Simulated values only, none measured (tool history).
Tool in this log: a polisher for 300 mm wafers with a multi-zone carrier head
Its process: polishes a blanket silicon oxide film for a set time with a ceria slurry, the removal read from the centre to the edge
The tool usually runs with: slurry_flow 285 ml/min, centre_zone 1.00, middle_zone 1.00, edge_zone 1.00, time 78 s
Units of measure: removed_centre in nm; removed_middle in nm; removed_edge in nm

run    hour  slurry_flow  centre_zone  middle_zone  edge_zone  time  incoming thickness of the incoming film, nm  removed_centre  removed_middle  removed_edge
  1     0.0          285         1.00         1.00       1.00    78                                       1600.9           441.0           443.8         438.9
  2    92.1          285         1.00         1.00       1.04    78                                       1625.4           434.4           450.3         436.3
       93.3  -- slurry nozzle cleaned
  3   141.9          285         1.00         1.00       1.04    78                                       1606.8           429.6           434.9         448.4
  4   243.5          285         1.00         1.00       1.04    78                                       1594.1           419.3           441.7         442.6
      252.9  -- centre zone pressure recalibrated
      364.4  -- worn pad replaced by a new one
      428.5  -- carrier head's membrane replaced by a new one
  5   556.4          285         1.00         1.00       1.00    93                                       1599.7           525.8           520.9         528.9
      599.4  -- slurry nozzle cleaned
  6   733.5          285         1.00         1.00       1.00    61                                       1583.4           337.2           344.9         349.1
      735.9  -- centre zone pressure recalibrated
      737.8  -- edge zone pressure recalibrated
      794.2  -- worn pad replaced by a new one
  7   831.8          285         1.00         1.00       1.00    78                                       1591.3           441.3           436.2         441.4
  8   872.5          285         1.00         1.00       1.00    78                                       1604.0           440.7           442.3         444.0
  9   950.3          210         1.00         1.00       1.00    97                                       1598.3           517.7           524.9         528.7
     1042.7  -- slurry nozzle cleaned
 10  1043.2          285         1.00         1.05       1.08    66                                       1598.9           363.7           389.6         387.6
 11  1098.3          285         1.00         1.00       1.00    78                                       1609.8           427.7           439.0         446.2
 12  1252.3          285         1.00         1.00       1.00    78                                       1611.7           412.2           445.2         434.5
     1267.2  -- centre zone pressure recalibrated
 13  1302.4          285         1.00         1.00       1.00    78                                       1586.5           444.3           441.2         450.9
     1328.3  -- worn pad replaced by a new one
 14  1339.2          285         1.00         0.96       1.00    78                                       1604.1           438.7           431.1         440.1
 15  1390.7          215         0.95         0.95       1.00   101                                       1621.6           520.8           542.9         559.7
 16  1444.7          235         1.00         1.00       1.00    78                                       1602.8           430.9           430.9         434.2
     1518.3  -- slurry nozzle cleaned
 17  1535.8          345         1.10         1.00       1.00    78                                       1603.6           483.2           451.1         451.2
 18  1631.9          330         1.06         1.00       1.00    78                                       1628.2           459.1           451.2         453.7
 19  1727.8          285         1.00         1.00       1.00    78                                       1599.4           423.6           445.6         435.8
     1796.2  -- centre zone pressure recalibrated
     1814.5  -- worn pad replaced by a new one
 20  1830.8          285         1.00         0.96       1.00    78                                       1632.2           442.0           436.0         450.9
 21  1874.5          285         1.11         1.04       1.10    78                                       1608.0           486.6           452.9         464.5
     1897.4  -- edge zone pressure recalibrated
     1942.6  -- slurry nozzle cleaned
 22  1947.1          285         1.05         1.06       1.05    60                                       1598.2           355.5           357.3         345.6

Consider 4 possible next runs. They are alternatives, not a sequence: every one starts from the tool as it was left by run 22. What does each give?
  A  1947.6          285         1.00         1.00       1.00    78                                       1601.9               ?               ?             ?
  B  1947.6          285         1.08         1.00       1.00    78                                       1601.9               ?               ?             ?
  C  1947.6          285         1.00         1.08       1.07    52                                       1601.9               ?               ?             ?
  D  1947.6          285         1.00         1.09       1.00    78                                       1601.9               ?               ?             ?

run  removed_centre  removed_middle  removed_edge
  A           437.6           441.1         447.1
  B           468.5           441.0         447.1
  C           291.9           309.8         307.8
  D           437.8           467.7         446.6
With no hidden state in the tool, these same runs would have given:
run  removed_centre  removed_middle  removed_edge
  A           439.8           441.1         447.1
  B           470.8           440.9         447.1
  C           293.3           309.8         307.8
  D           440.0           467.7         446.6
